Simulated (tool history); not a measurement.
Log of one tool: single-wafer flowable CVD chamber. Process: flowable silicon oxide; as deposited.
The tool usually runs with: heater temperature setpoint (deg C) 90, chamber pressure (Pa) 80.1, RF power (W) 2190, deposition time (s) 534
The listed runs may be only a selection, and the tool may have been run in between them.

run     day  heater temperature setpoint (deg C)  chamber pressure (Pa)  RF power (W)  deposition time (s)  wafers since the last listed run  hours since the last thermocouple change  hours since the last RF generator calibration  hours since the last manometer calibration  hours since the showerhead was replaced  hours since the gauge calibration  read-back reference wafer on the same gauge, thickness_nm  mean film thickness on the monitor wafer (Å)
  1       0                                   90                   80.1          2190                  534                                 0                                    1285.6                                         1684.3                                      2926.6                                   4099.5                              498.2                                                    331.933                                       2745.17
  2   0.754                                   90                   80.1          2190                  534                                58                                    1303.7                                         1702.4                                      2944.7                                   4117.6                              516.3                                                    331.605                                       2734.44
      2.212  -- capacitance manometer re-zeroed and calibrated
  3   2.233                                   90                   80.1          2190                  534                                89                                    1339.2                                         1737.9                                         0.5                                   4153.1                              551.8                                                    331.883                                       2748.95
  4   3.329                                   90                   80.1          2190                  534                                85                                    1365.5                                         1764.2                                        26.8                                   4179.4                              578.1                                                    331.948                                       2735.71
      4.125  -- RF generator calibrated
  5   4.146                                   90                   80.1          2190                  534                                37                                    1385.1                                            0.5                                        46.4                                     4199                              597.7                                                    331.946                                       2747.08
  6   5.008                                   90                   80.1          2190                  534                                67                                    1405.8                                           21.2                                        67.1                                   4219.7                              618.4                                                    332.213                                        2729.1
  7    6.25                                   90                   80.1          2190                  534                                96                                    1435.6                                             51                                        96.9                                   4249.5                              648.2                                                    332.397                                       2710.87
      7.092  -- gauge calibrated
  8   7.375                                   90                   80.1          2190                  534                                87                                    1462.6                                             78                                       123.9                                   4276.5                                6.8                                                    332.115                                       2691.82
      8.362  -- showerhead replaced
  9   9.204                                   76                   80.1          2045                  534                               116                                    1506.5                                          121.9                                       167.8                                     20.2                               50.7                                                    331.743                                       3879.69
 10   9.946                                   81                   67.5          2190                  534                                57                                    1524.3                                          139.7                                       185.6                                       38                               68.5                                                    331.945                                       2916.58
 11  10.479                                  100                   88.4          2190                  534                                41                                    1537.1                                          152.5                                       198.4                                     50.8                               81.3                                                    331.821                                       2238.85
 12  11.438                                   90                   80.1          1850                  534                                74                                    1560.1                                          175.5                                       221.4                                     73.8                              104.3                                                    331.832                                       2567.44
 13  12.217                                   90                   80.1          2190                  534                                60                                    1578.8                                          194.2                                       240.1                                     92.5                                123                                                    331.862                                       2708.06
 14  13.712                                  100                   80.1          2190                  500                               116                                    1614.7                                          230.1                                         276                                    128.4                              158.9                                                    332.027                                        1893.8
 15  15.025                                   90                   80.1          2190                  534                               102                                    1646.2                                          261.6                                       307.5                                    159.9                              190.4                                                    331.657                                       2679.19
 16  17.529                                   90                   80.1          2190                  534                               195                                    1706.3                                          321.7                                       367.6                                      220                              250.5                                                    331.755                                       2687.61
 17  18.088                                   90                   90.7          2460                  618                                43                                    1719.7                                          335.1                                         381                                    233.4                              263.9                                                    331.786                                       3607.49
     19.096  -- thermocouple changed; heater temperature recalibrated
 18  19.188                                   90                   80.1          2190                  455                                59                                       2.2                                          361.5                                       407.4                                    259.8                              290.3                                                    332.114                                       2408.24
 19  20.296                                   78                   66.3          2405                  481                                86                                      28.8                                          388.1                                         434                                    286.4                              316.9                                                    332.162                                       2961.71
 20  20.804                                   90                   80.1          2510                  534                                39                                        41                                          400.3                                       446.2                                    298.6                              329.1                                                    332.207                                       2905.94
 21  22.258                                   84                   80.1          2015                  534                               113                                      75.9                                          435.2                                       481.1                                    333.5                                364                                                     331.73                                       3237.51
 22    23.6                                   79                   80.1          2190                  571                               104                                     108.1                                          467.4                                       513.3                                    365.7                              396.2                                                    332.049                                       4015.55
 23  24.292                                   81                   67.5          2190                  534                                53                                     124.7                                            484                                       529.9                                    382.3                              412.8                                                    332.038                                       3019.33

Forecast run 24:
 24  25.296                                   81                   80.1          2190                  637                                78                                     148.8                                          508.1                                         554                                    406.4                              436.9                                                          ?                                             ?

{"run 24": {"read-back reference wafer on the same gauge, thickness_nm": 332.172, "mean film thickness on the monitor wafer (Å)": 4265.93}}
Minus the tool's unlogged condition, the same run would have read mean film thickness on the monitor wafer (Å) 4300.75.
